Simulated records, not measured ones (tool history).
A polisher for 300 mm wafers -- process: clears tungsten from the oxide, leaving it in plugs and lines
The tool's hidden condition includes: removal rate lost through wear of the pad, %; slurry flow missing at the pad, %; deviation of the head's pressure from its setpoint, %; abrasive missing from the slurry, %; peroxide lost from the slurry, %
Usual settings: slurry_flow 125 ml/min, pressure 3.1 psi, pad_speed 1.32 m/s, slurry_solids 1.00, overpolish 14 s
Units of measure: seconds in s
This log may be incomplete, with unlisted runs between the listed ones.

run    hour  slurry_flow  pressure  pad_speed  slurry_solids  overpolish  wafers since the last listed run  wafers polished on this pad  hours since the slurry nozzle was cleaned  hours since the head pressure was calibrated  hours since the slurry blender was calibrated  hours since the slurry got fresh peroxide  incoming thickness of the incoming film, nm  seconds
  1     0.0          125       3.1       1.32           1.00          19                                 0                          875                                      411.2                                         251.9                                          380.8                                      529.0                                        528.9    109.3
        3.3  -- slurry tank refilled with fresh slurry and peroxide
       85.2  -- slurry blender recalibrated
  2    95.6          125       3.1       1.32           1.00          14                               811                         1687                                      506.8                                         347.5                                           10.4                                       92.3                                        534.5    116.9
  3   192.0          125       3.1       1.32           1.00          14                               845                         2532                                      603.2                                         443.9                                          106.8                                      188.7                                        531.1    117.4
  4   247.3          125       3.1       1.32           1.00          14                               484                         3017                                      658.5                                         499.2                                          162.1                                      244.0                                        528.5    114.0
  5   286.2          125       3.1       1.32           1.00          14                               341                         3358                                      697.4                                         538.1                                          201.0                                      282.9                                        529.2    115.6
      352.0  -- slurry nozzle cleaned
  6   391.4          125       3.1       1.32           1.00          14                               913                         4271                                       39.4                                         643.3                                          306.2                                      388.1                                        532.9    115.1
      410.4  -- head pressure recalibrated
      413.3  -- worn pad replaced by a new one
      430.6  -- slurry tank refilled with fresh slurry and peroxide
  7   431.1          125       3.1       1.32           1.00          14                               296                          147                                       79.1                                          20.7                                          345.9                                        0.5                                        535.9    111.2
  8   488.2          125       3.1       1.32           1.00          14                               500                          647                                      136.2                                          77.8                                          403.0                                       57.6                                        527.4    111.8
  9   561.3          125       3.1       1.32           1.00          14                               640                         1288                                      209.3                                         150.9                                          476.1                                      130.7                                        530.6    115.5
      642.2  -- slurry blender recalibrated
 10   764.1          155       3.1       1.32           1.00          14                              1760                         3048                                      412.1                                         353.7                                          121.9                                      333.5                                        533.9    111.5
 11   807.4          125       3.1       1.32           1.00          19                               379                         3428                                      455.4                                         397.0                                          165.2                                      376.8                                        523.9    114.6
 12   845.3          125       4.1       1.32           0.85           7                               332                         3760                                      493.3                                         434.9                                          203.1                                      414.7                                        526.6     95.4
      849.5  -- worn pad replaced by a new one
      894.7  -- slurry tank refilled with fresh slurry and peroxide
 13   948.8          165       2.5       1.32           0.70          14                               863                          861                                      596.8                                         538.4                                          306.6                                       54.1                                        538.3    152.6
      971.3  -- head pressure recalibrated
 14  1016.9          125       3.1       1.32           1.00          14                               579                         1441                                      664.9                                          45.6                                          374.7                                      122.2                                        523.8    111.4
 15  1084.5          125       3.1       1.32           0.75          14                               592                         2033                                      732.5                                         113.2                                          442.3                                      189.8                                        529.2    121.8
 16  1150.2           85       3.1       1.16           0.70           7                               575                         2609                                      798.2                                         178.9                                          508.0                                      255.5                                        523.9    149.8
     1174.5  -- slurry nozzle cleaned
     1183.9  -- slurry blender recalibrated
 17  1217.7          125       2.4       1.32           0.70          20                               565                         3175                                       43.2                                         246.4                                           33.8                                      323.0                                        527.2    165.0
 18  1261.0           90       3.1       1.32           1.00          14                               379                         3554                                       86.5                                         289.7                                           77.1                                      366.3                                        532.1    123.4
     1343.2  -- worn pad replaced by a new one
 19  1352.6          125       3.1       1.32           1.00          14                               767                           82                                      178.1                                         381.3                                          168.7                                      457.9                                        529.4    111.3
     1377.6  -- slurry tank refilled with fresh slurry and peroxide
 20  1415.9          125       3.1       1.32           1.00          14                               546                          628                                      241.4                                         444.6                                          232.0                                       38.3                                        541.8    116.7
 21  1455.2          125       2.6       1.02           1.20          14                               344                          973                                      280.7                                         483.9                                          271.3                                       77.6                                        531.6    160.1
 22  1508.4          125       3.1       1.32           1.00          21                               466                         1439                                      333.9                                         537.1                                          324.5                                      130.8                                        529.0    118.2
     1564.5  -- head pressure recalibrated
 23  1611.6          125       3.4       1.46           1.00          14                               887                         2326                                      437.1                                          47.1                                          427.7                                      234.0                                        519.6     95.6
 24  1694.4          125       2.5       1.32           1.00          11                               725                         3052                                      519.9                                         129.9                                          510.5                                      316.8                                        529.5    144.3
     1702.6  -- slurry blender recalibrated
 25  1739.8          125       3.1       1.32           0.70          14                               380                         3432                                      565.3                                         175.3                                           37.2                                      362.2                                        521.4    128.8
     1802.8  -- slurry tank refilled with fresh slurry and peroxide
 26  1823.1          125       3.1       1.32           1.00          14                               721                         4154                                      648.6                                         258.6                                          120.5                                       20.3                                        535.8    118.7

Run by run, hidden condition taken away, random variation retained:
run  seconds
  1    105.7
  2    111.1
  3    110.5
  4    106.9
  5    108.2
  6    107.4
  7    109.2
  8    107.8
  9    109.5
 10    103.5
 11    106.2
 12     88.2
 13    146.3
 14    105.3
 15    114.1
 16    139.6
 17    153.2
 18    114.3
 19    110.2
 20    113.1
 21    153.6
 22    112.3
 23     89.7
 24    134.6
 25    119.9
 26    110.2

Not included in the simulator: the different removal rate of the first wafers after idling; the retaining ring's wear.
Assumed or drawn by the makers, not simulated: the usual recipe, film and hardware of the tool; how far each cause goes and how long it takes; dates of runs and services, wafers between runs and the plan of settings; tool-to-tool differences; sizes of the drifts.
